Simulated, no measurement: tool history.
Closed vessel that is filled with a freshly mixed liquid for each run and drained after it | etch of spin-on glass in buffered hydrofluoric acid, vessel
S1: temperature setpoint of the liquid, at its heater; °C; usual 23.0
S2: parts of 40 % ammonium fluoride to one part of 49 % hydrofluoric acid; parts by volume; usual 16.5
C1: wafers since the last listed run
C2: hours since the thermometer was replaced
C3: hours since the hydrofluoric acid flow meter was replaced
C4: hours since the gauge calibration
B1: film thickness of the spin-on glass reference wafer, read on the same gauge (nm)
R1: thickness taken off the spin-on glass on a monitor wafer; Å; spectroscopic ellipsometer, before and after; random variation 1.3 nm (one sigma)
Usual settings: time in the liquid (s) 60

run 1 hour=0.0 | S1=27.0 S2=16.5 time_in_the_liquid_(s)=60 | C1=0 C2=1708.5 C3=723.8 C4=597.9 | B1=110.01 | R1=1673.6
run 2 hour=6.6 | S1=20.0 S2=16.5 time_in_the_liquid_(s)=60 | C1=733 C2=1715.1 C3=730.4 C4=604.5 | B1=110.00 | R1=1117.0
run 3 hour=16.3 | S1=20.0 S2=16.5 time_in_the_liquid_(s)=60 | C1=1077 C2=1724.8 C3=740.1 C4=614.2 | B1=109.97 | R1=1132.8
run 4 hour=24.4 | S1=20.0 S2=16.5 time_in_the_liquid_(s)=60 | C1=899 C2=1732.9 C3=748.2 C4=622.3 | B1=110.01 | R1=1138.0
run 5 hour=39.1 | S1=23.0 S2=16.5 time_in_the_liquid_(s)=60 | C1=1632 C2=1747.6 C3=762.9 C4=637.0 | B1=110.00 | R1=1310.1
run 6 hour=54.0 | S1=23.0 S2=16.5 time_in_the_liquid_(s)=60 | C1=1654 C2=1762.5 C3=777.8 C4=651.9 | B1=110.03 | R1=1317.8
run 7 hour=71.5 | S1=25.0 S2=16.5 time_in_the_liquid_(s)=60 | C1=1943 C2=1780.0 C3=795.3 C4=669.4 | B1=110.00 | R1=1477.4
-- hour=117.0 hydrofluoric acid flow meter replaced
-- hour=119.2 gauge calibrated
run 8 hour=119.6 | S1=25.0 S2=16.5 time_in_the_liquid_(s)=60 | C1=5231 C2=1828.1 C3=2.6 C4=0.4 | B1=110.02 | R1=1494.0
run 9 hour=136.0 | S1=23.0 S2=14.5 time_in_the_liquid_(s)=45 | C1=1821 C2=1844.5 C3=19.0 C4=16.8 | B1=110.01 | R1=1137.8
run 10 hour=146.5 | S1=23.0 S2=14.5 time_in_the_liquid_(s)=45 | C1=1166 C2=1855.0 C3=29.5 C4=27.3 | B1=110.01 | R1=1140.1
run 11 hour=153.7 | S1=21.5 S2=16.5 time_in_the_liquid_(s)=30 | C1=799 C2=1862.2 C3=36.7 C4=34.5 | B1=109.97 | R1=603.6
run 12 hour=164.4 | S1=23.0 S2=22.5 time_in_the_liquid_(s)=80 | C1=1188 C2=1872.9 C3=47.4 C4=45.2 | B1=109.99 | R1=1349.2
run 13 hour=174.1 | S1=23.0 S2=16.5 time_in_the_liquid_(s)=60 | C1=1077 C2=1882.6 C3=57.1 C4=54.9 | B1=109.99 | R1=1332.8
run 14 hour=188.4 | S1=23.0 S2=16.5 time_in_the_liquid_(s)=80 | C1=1588 C2=1896.9 C3=71.4 C4=69.2 | B1=110.01 | R1=1755.7
run 15 hour=203.6 | S1=19.5 S2=18.5 time_in_the_liquid_(s)=85 | C1=1688 C2=1912.1 C3=86.6 C4=84.4 | B1=110.00 | R1=1390.0
run 16 hour=215.4 | S1=23.0 S2=16.5 time_in_the_liquid_(s)=60 | C1=1310 C2=1923.9 C3=98.4 C4=96.2 | B1=110.01 | R1=1345.5
-- hour=216.5 thermometer replaced
run 17 hour=230.1 | S1=20.5 S2=16.5 time_in_the_liquid_(s)=60 | C1=1521 C2=13.6 C3=113.1 C4=110.9 | B1=110.02 | R1=1155.3
run 18 hour=247.4 | S1=25.5 S2=16.5 time_in_the_liquid_(s)=75 | C1=1921 C2=30.9 C3=130.4 C4=128.2 | B1=110.00 | R1=1931.0
run 19 hour=255.3 | S1=21.0 S2=14.0 time_in_the_liquid_(s)=40 | C1=877 C2=38.8 C3=138.3 C4=136.1 | B1=109.97 | R1=943.2
run 20 hour=270.9 | S1=23.0 S2=21.0 time_in_the_liquid_(s)=70 | C1=1732 C2=54.4 C3=153.9 C4=151.7 | B1=110.00 | R1=1241.4
run 21 hour=277.8 | S1=23.0 S2=16.5 time_in_the_liquid_(s)=95 | C1=766 C2=61.3 C3=160.8 C4=158.6 | B1=109.99 | R1=2070.1
run 22 hour=294.9 | S1=23.0 S2=23.0 time_in_the_liquid_(s)=60 | C1=1899 C2=78.4 C3=177.9 C4=175.7 | B1=109.98 | R1=992.1
run 23 hour=306.5 | S1=23.0 S2=16.5 time_in_the_liquid_(s)=60 | C1=1288 C2=90.0 C3=189.5 C4=187.3 | B1=110.03 | R1=1313.9
run 24 hour=313.0 | S1=20.5 S2=10.5 time_in_the_liquid_(s)=60 | C1=721 C2=96.5 C3=196.0 C4=193.8 | B1=109.99 | R1=1823.7
run 25 hour=322.7 | S1=21.5 S2=19.5 time_in_the_liquid_(s)=80 | C1=1077 C2=106.2 C3=205.7 C4=203.5 | B1=109.97 | R1=1387.4
run 26 hour=336.2 | S1=23.0 S2=16.5 time_in_the_liquid_(s)=60 | C1=1499 C2=119.7 C3=219.2 C4=217.0 | B1=109.97 | R1=1338.8
run 27 hour=346.0 | S1=23.0 S2=16.5 time_in_the_liquid_(s)=60 | C1=1088 C2=129.5 C3=229.0 C4=226.8 | B1=109.99 | R1=1302.9
run 28 hour=354.4 | S1=23.0 S2=16.5 time_in_the_liquid_(s)=50 | C1=932 C2=137.9 C3=237.4 C4=235.2 | B1=110.00 | R1=1090.2
run 29 hour=361.2 | S1=23.0 S2=16.5 time_in_the_liquid_(s)=60 | C1=755 C2=144.7 C3=244.2 C4=242.0 | B1=109.99 | R1=1329.8
run 30 hour=398.5 | S1=27.0 S2=16.5 time_in_the_liquid_(s)=90 | C1=4142 C2=182.0 C3=281.5 C4=279.3 | B1=110.01 | R1=2493.9
run 31 hour=407.7 | S1=23.0 S2=16.5 time_in_the_liquid_(s)=90 | C1=1021 C2=191.2 C3=290.7 C4=288.5 | B1=109.99 | R1=1987.8
run 32 hour=421.2 | S1=23.0 S2=16.5 time_in_the_liquid_(s)=60 | C1=1499 C2=204.7 C3=304.2 C4=302.0 | B1=110.02 | R1=1343.6
run 33 hour=429.9 | S1=23.0 S2=11.0 time_in_the_liquid_(s)=60 | C1=966 C2=213.4 C3=312.9 C4=310.7 | B1=109.98 | R1=1968.4
run 34 hour=442.2 | S1=18.5 S2=20.0 time_in_the_liquid_(s)=70 | C1=1366 C2=225.7 C3=325.2 C4=323.0 | B1=109.98 | R1=1000.3

The tool's hidden state at each run:
liquid colder than its thermometer reads (K): 0 in every run
hydrofluoric acid flow above the setpoint (%): 0 in every run
gauge reads high (%): 0 in every run
